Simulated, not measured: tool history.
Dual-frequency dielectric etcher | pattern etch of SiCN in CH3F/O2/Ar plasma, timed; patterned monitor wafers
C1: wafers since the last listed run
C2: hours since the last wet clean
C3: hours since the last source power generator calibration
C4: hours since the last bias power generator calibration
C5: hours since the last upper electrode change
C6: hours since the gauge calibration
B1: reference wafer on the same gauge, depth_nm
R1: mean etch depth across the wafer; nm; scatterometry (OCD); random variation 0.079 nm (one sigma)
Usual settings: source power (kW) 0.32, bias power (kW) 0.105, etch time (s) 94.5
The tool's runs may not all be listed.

Run 1, hour 0: usual settings but source power (kW) 0.27; C1 0; C2 106; C3 1431.1; C4 4105; C5 2350.8; C6 254.5; B1 38.08. Result: R1 33.89 nm.
Run 2, hour 44.2: usual settings but source power (kW) 0.27; C1 588; C2 150.2; C3 1475.3; C4 4149.2; C5 2395; C6 298.7; B1 38.13. Result: R1 33.92 nm.
Run 3, hour 63.3: usual settings; C1 254; C2 169.3; C3 1494.4; C4 4168.3; C5 2414.1; C6 317.8; B1 38.13. Result: R1 36.19 nm.
Run 4, hour 86.7: usual settings; C1 311; C2 192.7; C3 1517.8; C4 4191.7; C5 2437.5; C6 341.2; B1 38.11. Result: R1 36.27 nm.
Run 5, hour 107.5: usual settings; C1 276; C2 213.5; C3 1538.6; C4 4212.5; C5 2458.3; C6 362; B1 38.1. Result: R1 36.38 nm.
Run 6, hour 129.7: usual settings but source power (kW) 0.37; C1 295; C2 235.7; C3 1560.8; C4 4234.7; C5 2480.5; C6 384.2; B1 38.12. Result: R1 38.44 nm.
Run 7, hour 163.7: usual settings but source power (kW) 0.37; C1 452; C2 269.7; C3 1594.8; C4 4268.7; C5 2514.5; C6 418.2; B1 38.1. Result: R1 38.35 nm.
Run 8, hour 185.4: usual settings but source power (kW) 0.37; C1 288; C2 291.4; C3 1616.5; C4 4290.4; C5 2536.2; C6 439.9; B1 38.1. Result: R1 38.4 nm.
At hour 199.7: source power generator calibrated.
At hour 225.6: upper electrode replaced.
Run 9, hour 226.1: usual settings but source power (kW) 0.26, bias power (kW) 0.12; C1 169; C2 332.1; C3 26.4; C4 4331.1; C5 0.5; C6 480.6; B1 38.1. Result: R1 35.71 nm.
Run 10, hour 244.7: usual settings but source power (kW) 0.26, bias power (kW) 0.12; C1 247; C2 350.7; C3 45; C4 4349.7; C5 19.1; C6 499.2; B1 38.12. Result: R1 35.85 nm.
Run 11, hour 277.9: usual settings but source power (kW) 0.26, bias power (kW) 0.12; C1 441; C2 383.9; C3 78.2; C4 4382.9; C5 52.3; C6 532.4; B1 38.09. Result: R1 35.77 nm.
Run 12, hour 299.3: usual settings; C1 284; C2 405.3; C3 99.6; C4 4404.3; C5 73.7; C6 553.8; B1 38.12. Result: R1 37.12 nm.
Run 13, hour 334.8: usual settings; C1 472; C2 440.8; C3 135.1; C4 4439.8; C5 109.2; C6 589.3; B1 38.1. Result: R1 37.14 nm.
At hour 353: gauge calibrated.
At hour 364.7: wet clean of the chamber.
Run 14, hour 365.2: usual settings; C1 85; C2 0.5; C3 165.5; C4 4470.2; C5 139.6; C6 12.2; B1 38.11. Result: R1 36.64 nm.
Run 15, hour 384.9: usual settings but source power (kW) 0.35, etch time (s) 71.5; C1 262; C2 20.2; C3 185.2; C4 4489.9; C5 159.3; C6 31.9; B1 38.11. Result: R1 28.75 nm.
Run 16, hour 419.9: usual settings but source power (kW) 0.28, etch time (s) 73; C1 465; C2 55.2; C3 220.2; C4 4524.9; C5 194.3; C6 66.9; B1 38.11. Result: R1 26.89 nm.
Run 17, hour 438.3: usual settings but etch time (s) 109.5; C1 244; C2 73.6; C3 238.6; C4 4543.3; C5 212.7; C6 85.3; B1 38.1. Result: R1 42.45 nm.
Run 18, hour 468.2: usual settings but source power (kW) 0.27; C1 398; C2 103.5; C3 268.5; C4 4573.2; C5 242.6; C6 115.2; B1 38.13. Result: R1 34.29 nm.

The next listed run, before its measurement:
Run 19, hour 503.6: usual settings but source power (kW) 0.26, bias power (kW) 0.091; C1 471; C2 138.9; C3 303.9; C4 4608.6; C5 278; C6 150.6; B1 ?. Result: R1 ?.

{"run 19": {"B1": 38.11, "R1": 32.08}}
Without the tool's hidden state the same run would have given R1 32.06 nm.
